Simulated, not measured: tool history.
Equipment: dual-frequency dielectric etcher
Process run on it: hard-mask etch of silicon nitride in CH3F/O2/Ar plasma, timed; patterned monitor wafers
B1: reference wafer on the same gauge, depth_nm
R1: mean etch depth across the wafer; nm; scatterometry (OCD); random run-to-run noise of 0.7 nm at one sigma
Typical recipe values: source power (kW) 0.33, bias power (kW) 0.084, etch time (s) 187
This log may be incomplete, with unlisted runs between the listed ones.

run 1 hour=0 | source_power_(kW)=0.33 bias_power_(kW)=0.084 etch_time_(s)=187 | B1=140.1 | R1=141.6
run 2 hour=106.6 | source_power_(kW)=0.33 bias_power_(kW)=0.084 etch_time_(s)=187 | B1=139.7 | R1=142.8
-- hour=218 wet clean of the chamber
run 3 hour=218.5 | source_power_(kW)=0.33 bias_power_(kW)=0.084 etch_time_(s)=187 | B1=140.1 | R1=141
run 4 hour=250.9 | source_power_(kW)=0.33 bias_power_(kW)=0.084 etch_time_(s)=187 | B1=140.1 | R1=142.4
run 5 hour=343.1 | source_power_(kW)=0.33 bias_power_(kW)=0.084 etch_time_(s)=187 | B1=140 | R1=143.2
run 6 hour=555.7 | source_power_(kW)=0.33 bias_power_(kW)=0.084 etch_time_(s)=187 | B1=140.1 | R1=141.8
run 7 hour=651.4 | source_power_(kW)=0.33 bias_power_(kW)=0.084 etch_time_(s)=163.5 | B1=139.9 | R1=122.9
-- hour=716.8 wet clean of the chamber
run 8 hour=733.6 | source_power_(kW)=0.33 bias_power_(kW)=0.084 etch_time_(s)=163.5 | B1=139.9 | R1=124.7
run 9 hour=799.6 | source_power_(kW)=0.33 bias_power_(kW)=0.084 etch_time_(s)=187 | B1=140 | R1=141.1
run 10 hour=886.9 | source_power_(kW)=0.33 bias_power_(kW)=0.084 etch_time_(s)=187 | B1=140 | R1=142.3
run 11 hour=961.9 | source_power_(kW)=0.33 bias_power_(kW)=0.084 etch_time_(s)=187 | B1=139.9 | R1=142.9
run 12 hour=1029.5 | source_power_(kW)=0.33 bias_power_(kW)=0.084 etch_time_(s)=187 | B1=140 | R1=142
run 13 hour=1089.8 | source_power_(kW)=0.33 bias_power_(kW)=0.084 etch_time_(s)=145.5 | B1=139.8 | R1=109.8
-- hour=1108.3 bias power generator calibrated
run 14 hour=1155.3 | source_power_(kW)=0.33 bias_power_(kW)=0.077 etch_time_(s)=187 | B1=140.1 | R1=138.1
-- hour=1190.4 wet clean of the chamber
-- hour=1197.3 upper electrode replaced
-- hour=1213.7 source power generator calibrated
run 15 hour=1360.5 | source_power_(kW)=0.4 bias_power_(kW)=0.084 etch_time_(s)=213.5 | B1=140.1 | R1=178.1
run 16 hour=1403.5 | source_power_(kW)=0.33 bias_power_(kW)=0.064 etch_time_(s)=187 | B1=140.1 | R1=132
-- hour=1444.6 gauge calibrated
run 17 hour=1464.2 | source_power_(kW)=0.36 bias_power_(kW)=0.072 etch_time_(s)=187 | B1=140.2 | R1=142.2
run 18 hour=1555.7 | source_power_(kW)=0.33 bias_power_(kW)=0.084 etch_time_(s)=187 | B1=139.9 | R1=141
run 19 hour=1602.4 | source_power_(kW)=0.33 bias_power_(kW)=0.084 etch_time_(s)=216 | B1=140 | R1=165.1
run 20 hour=1663.8 | source_power_(kW)=0.41 bias_power_(kW)=0.084 etch_time_(s)=139.5 | B1=139.8 | R1=117.4
-- hour=1688.7 wet clean of the chamber
run 21 hour=1770.4 | source_power_(kW)=0.33 bias_power_(kW)=0.067 etch_time_(s)=187 | B1=140.1 | R1=132.3
run 22 hour=1857.8 | source_power_(kW)=0.33 bias_power_(kW)=0.084 etch_time_(s)=187 | B1=140 | R1=141.5
run 23 hour=1916.6 | source_power_(kW)=0.33 bias_power_(kW)=0.084 etch_time_(s)=187 | B1=140 | R1=141
run 24 hour=1980.9 | source_power_(kW)=0.33 bias_power_(kW)=0.1 etch_time_(s)=187 | B1=139.9 | R1=148.9

State the hidden condition of the tool at each of the runs:
etch rate over this chamber's usual, %: 0 on each run
source power that arrives over what is set, %: 0 on each run
bias power that arrives over what is set, %: 0 on each run
gauge reads high (%): 0 on each run

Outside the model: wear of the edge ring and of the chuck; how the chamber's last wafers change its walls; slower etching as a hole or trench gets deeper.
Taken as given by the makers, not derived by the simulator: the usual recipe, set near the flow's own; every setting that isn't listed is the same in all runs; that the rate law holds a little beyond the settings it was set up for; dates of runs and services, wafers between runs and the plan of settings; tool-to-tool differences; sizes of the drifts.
